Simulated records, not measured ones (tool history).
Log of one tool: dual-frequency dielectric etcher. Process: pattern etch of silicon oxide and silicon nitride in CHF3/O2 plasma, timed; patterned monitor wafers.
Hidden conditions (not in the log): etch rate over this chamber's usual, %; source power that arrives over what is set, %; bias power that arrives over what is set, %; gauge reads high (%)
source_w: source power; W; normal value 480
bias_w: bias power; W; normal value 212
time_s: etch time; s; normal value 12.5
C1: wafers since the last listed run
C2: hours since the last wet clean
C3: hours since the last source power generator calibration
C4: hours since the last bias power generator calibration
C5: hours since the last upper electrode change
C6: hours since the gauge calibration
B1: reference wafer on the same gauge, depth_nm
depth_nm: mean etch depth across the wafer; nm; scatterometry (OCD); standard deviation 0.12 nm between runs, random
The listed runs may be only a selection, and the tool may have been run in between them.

{"run": 1, "day": 0.0, "source_w": 480, "bias_w": 212, "time_s": 15.5, "C1": 0, "C2": 118.3, "C3": 4365.9, "C4": 3778.5, "C5": 0.5, "C6": 811.4, "B1": 19.3, "depth_nm": 23.47}
{"run": 2, "day": 0.354, "source_w": 480, "bias_w": 212, "time_s": 15.5, "C1": 102, "C2": 126.8, "C3": 4374.4, "C4": 3787, "C5": 9, "C6": 819.9, "B1": 19.3, "depth_nm": 23.24}
{"run": 3, "day": 1.617, "source_w": 480, "bias_w": 247, "time_s": 12.5, "C1": 365, "C2": 157.1, "C3": 4404.7, "C4": 3817.3, "C5": 39.3, "C6": 850.2, "B1": 19.29, "depth_nm": 20.15}
{"run": 4, "day": 2.833, "source_w": 480, "bias_w": 247, "time_s": 12.5, "C1": 352, "C2": 186.3, "C3": 4433.9, "C4": 3846.5, "C5": 68.5, "C6": 879.4, "B1": 19.31, "depth_nm": 20.19}
{"day": 3.475, "done": "gauge calibrated"}
{"run": 5, "day": 6.208, "source_w": 480, "bias_w": 212, "time_s": 12.5, "C1": 976, "C2": 267.3, "C3": 4514.9, "C4": 3927.5, "C5": 149.5, "C6": 65.6, "B1": 19.29, "depth_nm": 18.72}
{"run": 6, "day": 6.742, "source_w": 440, "bias_w": 212, "time_s": 12.5, "C1": 154, "C2": 280.1, "C3": 4527.7, "C4": 3940.3, "C5": 162.3, "C6": 78.4, "B1": 19.3, "depth_nm": 17.87}
{"run": 7, "day": 7.5, "source_w": 520, "bias_w": 262, "time_s": 13.5, "C1": 219, "C2": 298.3, "C3": 4545.9, "C4": 3958.5, "C5": 180.5, "C6": 96.6, "B1": 19.28, "depth_nm": 23.3}
{"run": 8, "day": 8.117, "source_w": 480, "bias_w": 212, "time_s": 14.5, "C1": 178, "C2": 313.1, "C3": 4560.7, "C4": 3973.3, "C5": 195.3, "C6": 111.4, "B1": 19.28, "depth_nm": 21.97}
{"run": 9, "day": 8.983, "source_w": 480, "bias_w": 212, "time_s": 16, "C1": 250, "C2": 333.9, "C3": 4581.5, "C4": 3994.1, "C5": 216.1, "C6": 132.2, "B1": 19.32, "depth_nm": 24.06}
{"run": 10, "day": 9.971, "source_w": 480, "bias_w": 260, "time_s": 12.5, "C1": 285, "C2": 357.6, "C3": 4605.2, "C4": 4017.8, "C5": 239.8, "C6": 155.9, "B1": 19.27, "depth_nm": 20.47}
{"run": 11, "day": 10.746, "source_w": 480, "bias_w": 212, "time_s": 12.5, "C1": 224, "C2": 376.2, "C3": 4623.8, "C4": 4036.4, "C5": 258.4, "C6": 174.5, "B1": 19.25, "depth_nm": 18.76}
{"run": 12, "day": 11.817, "source_w": 570, "bias_w": 181, "time_s": 12.5, "C1": 309, "C2": 401.9, "C3": 4649.5, "C4": 4062.1, "C5": 284.1, "C6": 200.2, "B1": 19.3, "depth_nm": 19.44}
{"run": 13, "day": 12.558, "source_w": 390, "bias_w": 212, "time_s": 12.5, "C1": 214, "C2": 419.7, "C3": 4667.3, "C4": 4079.9, "C5": 301.9, "C6": 218, "B1": 19.28, "depth_nm": 16.33}
{"run": 14, "day": 13.754, "source_w": 540, "bias_w": 188, "time_s": 12.5, "C1": 346, "C2": 448.4, "C3": 4696, "C4": 4108.6, "C5": 330.6, "C6": 246.7, "B1": 19.31, "depth_nm": 19.2}
{"day": 14.142, "done": "source power generator calibrated"}
{"day": 15.025, "done": "bias power generator calibrated"}
{"run": 15, "day": 15.154, "source_w": 480, "bias_w": 247, "time_s": 12.5, "C1": 308, "C2": 482, "C3": 24.3, "C4": 3.1, "C5": 364.2, "C6": 280.3, "B1": 19.3, "depth_nm": 19.88}
{"run": 16, "day": 15.658, "source_w": 480, "bias_w": 196, "time_s": 13.5, "C1": 145, "C2": 494.1, "C3": 36.4, "C4": 15.2, "C5": 376.3, "C6": 292.4, "B1": 19.34, "depth_nm": 19.59}
{"run": 17, "day": 16.629, "source_w": 390, "bias_w": 164, "time_s": 14.5, "C1": 280, "C2": 517.4, "C3": 59.7, "C4": 38.5, "C5": 399.6, "C6": 315.7, "B1": 19.31, "depth_nm": 16.87}
{"day": 18.004, "done": "wet clean of the chamber"}
{"run": 18, "day": 18.025, "source_w": 480, "bias_w": 164, "time_s": 13.5, "C1": 114, "C2": 0.5, "C3": 93.2, "C4": 72, "C5": 433.1, "C6": 349.2, "B1": 19.28, "depth_nm": 18.09}
{"run": 19, "day": 18.179, "source_w": 480, "bias_w": 265, "time_s": 12.5, "C1": 44, "C2": 4.2, "C3": 96.9, "C4": 75.7, "C5": 436.8, "C6": 352.9, "B1": 19.3, "depth_nm": 20.83}
{"run": 20, "day": 19.158, "source_w": 480, "bias_w": 212, "time_s": 9, "C1": 283, "C2": 27.7, "C3": 120.4, "C4": 99.2, "C5": 460.3, "C6": 376.4, "B1": 19.29, "depth_nm": 13.32}
{"run": 21, "day": 20.1, "source_w": 570, "bias_w": 181, "time_s": 12.5, "C1": 272, "C2": 50.3, "C3": 143, "C4": 121.8, "C5": 482.9, "C6": 399, "B1": 19.33, "depth_nm": 19.33}
{"run": 22, "day": 21.092, "source_w": 480, "bias_w": 172, "time_s": 12.5, "C1": 287, "C2": 74.1, "C3": 166.8, "C4": 145.6, "C5": 506.7, "C6": 422.8, "B1": 19.29, "depth_nm": 17.27}
{"run": 23, "day": 21.788, "source_w": 480, "bias_w": 265, "time_s": 12.5, "C1": 201, "C2": 90.8, "C3": 183.5, "C4": 162.3, "C5": 523.4, "C6": 439.5, "B1": 19.29, "depth_nm": 20.76}
{"run": 24, "day": 23.075, "source_w": 410, "bias_w": 226, "time_s": 9, "C1": 372, "C2": 121.7, "C3": 214.4, "C4": 193.2, "C5": 554.3, "C6": 470.4, "B1": 19.31, "depth_nm": 12.61}
{"run": 25, "day": 24.2, "source_w": 480, "bias_w": 212, "time_s": 12.5, "C1": 325, "C2": 148.7, "C3": 241.4, "C4": 220.2, "C5": 581.3, "C6": 497.4, "B1": 19.34, "depth_nm": 18.83}
{"run": 26, "day": 25.029, "source_w": 480, "bias_w": 212, "time_s": 10, "C1": 239, "C2": 168.6, "C3": 261.3, "C4": 240.1, "C5": 601.2, "C6": 517.3, "B1": 19.31, "depth_nm": 14.87}
{"run": 27, "day": 25.558, "source_w": 480, "bias_w": 212, "time_s": 12.5, "C1": 153, "C2": 181.3, "C3": 274, "C4": 252.8, "C5": 613.9, "C6": 530, "B1": 19.32, "depth_nm": 18.82}
{"run": 28, "day": 26.483, "source_w": 480, "bias_w": 212, "time_s": 14.5, "C1": 267, "C2": 203.5, "C3": 296.2, "C4": 275, "C5": 636.1, "C6": 552.2, "B1": 19.28, "depth_nm": 22}
{"run": 29, "day": 27.004, "source_w": 480, "bias_w": 212, "time_s": 12.5, "C1": 150, "C2": 216, "C3": 308.7, "C4": 287.5, "C5": 648.6, "C6": 564.7, "B1": 19.31, "depth_nm": 19.05}
{"run": 30, "day": 27.921, "source_w": 480, "bias_w": 173, "time_s": 16.5, "C1": 265, "C2": 238, "C3": 330.7, "C4": 309.5, "C5": 670.6, "C6": 586.7, "B1": 19.29, "depth_nm": 22.65}

What differs in the tool's unlogged condition from the final listed run ahead of each entry between runs to the first listed run following it?
After run 4, before run 5: gauge calibrated (day 3.475)
  no hidden state differs between the two runs
After run 14, before run 15: source power generator calibrated (day 14.142); bias power generator calibrated (day 15.025)
  no hidden state differs between the two runs
After run 17, before run 18: wet clean of the chamber (day 18.004)
  no hidden state differs between the two runs
